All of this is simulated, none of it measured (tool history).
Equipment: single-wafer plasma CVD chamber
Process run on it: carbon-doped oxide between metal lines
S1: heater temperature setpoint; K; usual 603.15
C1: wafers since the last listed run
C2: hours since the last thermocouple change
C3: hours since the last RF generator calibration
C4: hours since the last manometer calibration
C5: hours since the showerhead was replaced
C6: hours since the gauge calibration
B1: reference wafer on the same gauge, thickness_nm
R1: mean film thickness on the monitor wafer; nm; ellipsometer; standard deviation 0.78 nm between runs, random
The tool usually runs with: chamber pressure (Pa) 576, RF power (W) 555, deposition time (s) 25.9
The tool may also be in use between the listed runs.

{"run": 1, "hour": 0.0, "S1": 603.15, "chamber pressure (Pa)": 576, "RF power (W)": 555, "deposition time (s)": 25.9, "C1": 0, "C2": 1371.2, "C3": 1484.5, "C4": 1233.1, "C5": 8324.7, "C6": 684.5, "B1": 123.031, "R1": 146.365}
{"run": 2, "hour": 24.3, "S1": 603.15, "chamber pressure (Pa)": 576, "RF power (W)": 555, "deposition time (s)": 25.9, "C1": 698, "C2": 1395.5, "C3": 1508.8, "C4": 1257.4, "C5": 8349.0, "C6": 708.8, "B1": 122.963, "R1": 147.157}
{"run": 3, "hour": 89.3, "S1": 603.15, "chamber pressure (Pa)": 576, "RF power (W)": 555, "deposition time (s)": 25.9, "C1": 1869, "C2": 1460.5, "C3": 1573.8, "C4": 1322.4, "C5": 8414.0, "C6": 773.8, "B1": 123.18, "R1": 147.187}
{"run": 4, "hour": 125.0, "S1": 603.15, "chamber pressure (Pa)": 576, "RF power (W)": 555, "deposition time (s)": 25.9, "C1": 1026, "C2": 1496.2, "C3": 1609.5, "C4": 1358.1, "C5": 8449.7, "C6": 809.5, "B1": 122.953, "R1": 145.46}
{"run": 5, "hour": 194.6, "S1": 603.15, "chamber pressure (Pa)": 576, "RF power (W)": 555, "deposition time (s)": 25.9, "C1": 2001, "C2": 1565.8, "C3": 1679.1, "C4": 1427.7, "C5": 8519.3, "C6": 879.1, "B1": 122.977, "R1": 144.661}
{"run": 6, "hour": 251.0, "S1": 603.15, "chamber pressure (Pa)": 576, "RF power (W)": 555, "deposition time (s)": 25.9, "C1": 1621, "C2": 1622.2, "C3": 1735.5, "C4": 1484.1, "C5": 8575.7, "C6": 935.5, "B1": 123.054, "R1": 144.514}
{"run": 7, "hour": 300.3, "S1": 603.15, "chamber pressure (Pa)": 503, "RF power (W)": 475, "deposition time (s)": 25.9, "C1": 1417, "C2": 1671.5, "C3": 1784.8, "C4": 1533.4, "C5": 8625.0, "C6": 984.8, "B1": 122.973, "R1": 122.278}
{"hour": 334.5, "done": "showerhead replaced"}
{"run": 8, "hour": 335.0, "S1": 603.15, "chamber pressure (Pa)": 503, "RF power (W)": 475, "deposition time (s)": 25.9, "C1": 767, "C2": 1706.2, "C3": 1819.5, "C4": 1568.1, "C5": 0.5, "C6": 1019.5, "B1": 122.939, "R1": 121.427}
{"hour": 351.5, "done": "RF generator calibrated"}
{"run": 9, "hour": 359.5, "S1": 603.15, "chamber pressure (Pa)": 576, "RF power (W)": 555, "deposition time (s)": 25.9, "C1": 474, "C2": 1730.7, "C3": 8.0, "C4": 1592.6, "C5": 25.0, "C6": 1044.0, "B1": 123.032, "R1": 138.623}
{"run": 10, "hour": 426.2, "S1": 603.15, "chamber pressure (Pa)": 576, "RF power (W)": 555, "deposition time (s)": 25.9, "C1": 1918, "C2": 1797.4, "C3": 74.7, "C4": 1659.3, "C5": 91.7, "C6": 1110.7, "B1": 122.989, "R1": 139.925}
{"run": 11, "hour": 466.9, "S1": 603.15, "chamber pressure (Pa)": 576, "RF power (W)": 555, "deposition time (s)": 25.9, "C1": 1170, "C2": 1838.1, "C3": 115.4, "C4": 1700.0, "C5": 132.4, "C6": 1151.4, "B1": 122.946, "R1": 139.934}
{"run": 12, "hour": 512.4, "S1": 603.15, "chamber pressure (Pa)": 576, "RF power (W)": 555, "deposition time (s)": 25.9, "C1": 1308, "C2": 1883.6, "C3": 160.9, "C4": 1745.5, "C5": 177.9, "C6": 1196.9, "B1": 122.907, "R1": 141.078}
{"run": 13, "hour": 557.9, "S1": 603.15, "chamber pressure (Pa)": 477, "RF power (W)": 555, "deposition time (s)": 30.0, "C1": 1308, "C2": 1929.1, "C3": 206.4, "C4": 1791.0, "C5": 223.4, "C6": 1242.4, "B1": 122.956, "R1": 153.652}
{"run": 14, "hour": 625.9, "S1": 603.15, "chamber pressure (Pa)": 655, "RF power (W)": 555, "deposition time (s)": 25.9, "C1": 1955, "C2": 1997.1, "C3": 274.4, "C4": 1859.0, "C5": 291.4, "C6": 1310.4, "B1": 122.963, "R1": 142.9}
{"run": 15, "hour": 674.0, "S1": 603.15, "chamber pressure (Pa)": 576, "RF power (W)": 555, "deposition time (s)": 27.3, "C1": 1383, "C2": 2045.2, "C3": 322.5, "C4": 1907.1, "C5": 339.5, "C6": 1358.5, "B1": 122.825, "R1": 147.253}
{"hour": 682.5, "done": "RF generator calibrated, repeated, since the last time left the tool worse"}
{"run": 16, "hour": 698.3, "S1": 598.15, "chamber pressure (Pa)": 683, "RF power (W)": 615, "deposition time (s)": 30.0, "C1": 468, "C2": 2069.5, "C3": 15.8, "C4": 1931.4, "C5": 363.8, "C6": 1382.8, "B1": 123.037, "R1": 200.402}
{"hour": 738.2, "done": "thermocouple changed; heater temperature recalibrated"}
{"run": 17, "hour": 740.0, "S1": 609.15, "chamber pressure (Pa)": 576, "RF power (W)": 555, "deposition time (s)": 25.9, "C1": 969, "C2": 1.8, "C3": 57.5, "C4": 1973.1, "C5": 405.5, "C6": 1424.5, "B1": 123.171, "R1": 147.875}
{"run": 18, "hour": 775.1, "S1": 597.15, "chamber pressure (Pa)": 447, "RF power (W)": 485, "deposition time (s)": 28.7, "C1": 1009, "C2": 36.9, "C3": 92.6, "C4": 2008.2, "C5": 440.6, "C6": 1459.6, "B1": 123.058, "R1": 146.415}
{"run": 19, "hour": 814.3, "S1": 603.15, "chamber pressure (Pa)": 576, "RF power (W)": 555, "deposition time (s)": 25.9, "C1": 1127, "C2": 76.1, "C3": 131.8, "C4": 2047.4, "C5": 479.8, "C6": 1498.8, "B1": 123.158, "R1": 151.304}

What does the tool deliver on the next run?
{"hour": 822.4, "done": "gauge calibrated"}
{"run": 20, "hour": 867.8, "S1": 603.15, "chamber pressure (Pa)": 576, "RF power (W)": 555, "deposition time (s)": 27.3, "C1": 1538, "C2": 129.6, "C3": 185.3, "C4": 2100.9, "C5": 533.3, "C6": 45.4, "B1": "?", "R1": "?"}

For run 20 the tool returned B1 123.070, R1 158.033 nm.
Were there no unlogged condition in the tool, this run, its random variation unchanged, would have produced R1 158.702 nm.
